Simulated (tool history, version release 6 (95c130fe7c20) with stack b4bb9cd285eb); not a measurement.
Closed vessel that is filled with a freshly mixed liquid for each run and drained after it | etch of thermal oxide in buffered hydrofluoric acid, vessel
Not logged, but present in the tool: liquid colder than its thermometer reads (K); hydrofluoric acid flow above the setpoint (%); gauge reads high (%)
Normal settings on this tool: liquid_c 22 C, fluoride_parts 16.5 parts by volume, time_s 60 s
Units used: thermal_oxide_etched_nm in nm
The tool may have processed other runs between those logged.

run     day  liquid_c  fluoride_parts  time_s  wafers since the last listed run  hours since the thermometer was replaced  hours since the hydrofluoric acid flow meter was replaced  hours since the gauge calibration  read-back film thickness of the thermal oxide reference wafer, read on the same gauge (nm)  thermal_oxide_etched_nm
  1       0        22            16.5      60                                 0                                    1221.1                                                     2140.4                              473.3                                                                                       99.99                    31.88
  2   1.012        22            16.5      60                              3311                                    1245.4                                                     2164.7                              497.6                                                                                         100                    31.82
  3   1.842        22            16.5      60                              2711                                    1265.3                                                     2184.6                              517.5                                                                                         100                    31.76
  4   2.671        19            16.5      60                              2711                                    1285.2                                                     2204.5                              537.4                                                                                       99.99                     26.8
  5     3.9        19            16.5      60                              4019                                    1314.7                                                       2234                              566.9                                                                                      100.02                    26.69
  6   4.546        22            16.5      35                              2112                                    1330.2                                                     2249.5                              582.4                                                                                         100                    18.44
  7   5.388        22            16.5      35                              2752                                    1350.4                                                     2269.7                              602.6                                                                                       99.97                    18.45
  8    6.85        22            16.5      35                              4782                                    1385.5                                                     2304.8                              637.7                                                                                         100                    18.43
  9   8.238        22              20      30                              4537                                    1418.8                                                     2338.1                                671                                                                                         100                    13.05
 10   8.812        22              20      30                              1880                                    1432.6                                                     2351.9                              684.8                                                                                         100                    13.03
 11   9.596        22              20      30                              2561                                    1451.4                                                     2370.7                              703.6                                                                                       99.99                    13.09
 12  10.571        22            16.5      70                              3188                                    1474.8                                                     2394.1                                727                                                                                      100.02                       37
 13  11.208        22            16.5      70                              2084                                    1490.1                                                     2409.4                              742.3                                                                                      100.01                    36.86
     11.312  -- hydrofluoric acid flow meter replaced
 14  14.512        22            16.5      70                             10669                                    1569.4                                                       76.8                              821.6                                                                                         100                    36.62
 15  15.429        25              11      30                              2997                                    1591.4                                                       98.8                              843.6                                                                                         100                    27.63
     15.954  -- thermometer replaced
     16.062  -- gauge calibrated
 16  16.117        22            16.5      60                              2112                                       3.9                                                      115.3                                1.3                                                                                      100.01                    32.99
 17  19.004      19.5              21      60                              9443                                      73.2                                                      184.6                               70.6                                                                                      100.01                    22.73
 18   20.25        19            16.5      85                              4074                                     103.1                                                      214.5                              100.5                                                                                       99.98                    39.17
 19  20.892        22              20      30                              2098                                     118.5                                                      229.9                              115.9                                                                                      100.01                    13.54
 20  22.233        19            16.5      60                              4387                                     150.7                                                      262.1                              148.1                                                                                      100.01                    27.56
 21  22.833        22            16.5      60                              1962                                     165.1                                                      276.5                              162.5                                                                                         100                    32.71
 22  23.396        27              18      75                              1839                                     178.6                                                        290                                176                                                                                       99.98                    49.28
 23  23.929      25.5            16.5      70                              1744                                     191.4                                                      302.8                              188.8                                                                                       99.98                    45.85
 24  24.912      17.5              14      30                              3215                                       215                                                      326.4                              212.4                                                                                         100                    14.87
 25  25.817      25.5            16.5      60                              2956                                     236.7                                                      348.1                              234.1                                                                                         100                    39.54
 26  27.238        24              13      30                              4646                                     270.8                                                      382.2                              268.2                                                                                       99.98                    22.99
 27  27.754        19            16.5      60                              1689                                     283.2                                                      394.6                              280.6                                                                                       99.99                     27.4
 28   28.45        26            18.5      90                              2275                                     299.9                                                      411.3                              297.3                                                                                         100                     54.4
 29  29.562      25.5            11.5      80                              3638                                     326.6                                                        438                                324                                                                                         100                    74.65
 30   30.75      20.5              19      30                              3883                                     355.1                                                      466.5                              352.5                                                                                       99.98                    13.03
 31  32.017        22            22.5      60                              4142                                     385.5                                                      496.9                              382.9                                                                                         100                    24.64
 32  32.642      25.5            16.5      35                              2043                                     400.5                                                      511.9                              397.9                                                                                      100.02                    23.05
 33  33.283        22              20      60                              2098                                     415.9                                                      527.3                              413.3                                                                                       99.98                    26.96

Pick out some run-to-run changes in thermal_oxide_etched_nm. Of each, how much would a tool without hidden state show as well, from the settings, what came in and chance, and how much is left for the hidden state and any gauge scatter not in both results compared?
Run 11 -> 12: fluoride_parts 20 -> 16.5, time_s 30 -> 70. thermal_oxide_etched_nm +23.91 nm: hidden state -0.99, all else +24.9.
Run 15 -> 16: liquid_c 25 -> 22, fluoride_parts 11 -> 16.5, time_s 30 -> 60, thermometer replaced, gauge calibrated. thermal_oxide_etched_nm +5.36 nm: hidden state +1.08, all else +4.28.
Run 23 -> 24: liquid_c 25.5 -> 17.5, fluoride_parts 16.5 -> 14, time_s 70 -> 30. thermal_oxide_etched_nm -30.98 nm: hidden state +0.22, all else -31.2.
Run 27 -> 28: liquid_c 19 -> 26, fluoride_parts 16.5 -> 18.5, time_s 60 -> 90. thermal_oxide_etched_nm +27 nm: hidden state -0.27, all else +27.27.
Run 29 -> 30: liquid_c 25.5 -> 20.5, fluoride_parts 11.5 -> 19, time_s 80 -> 30. thermal_oxide_etched_nm -61.62 nm: hidden state +0.7, all else -62.32.
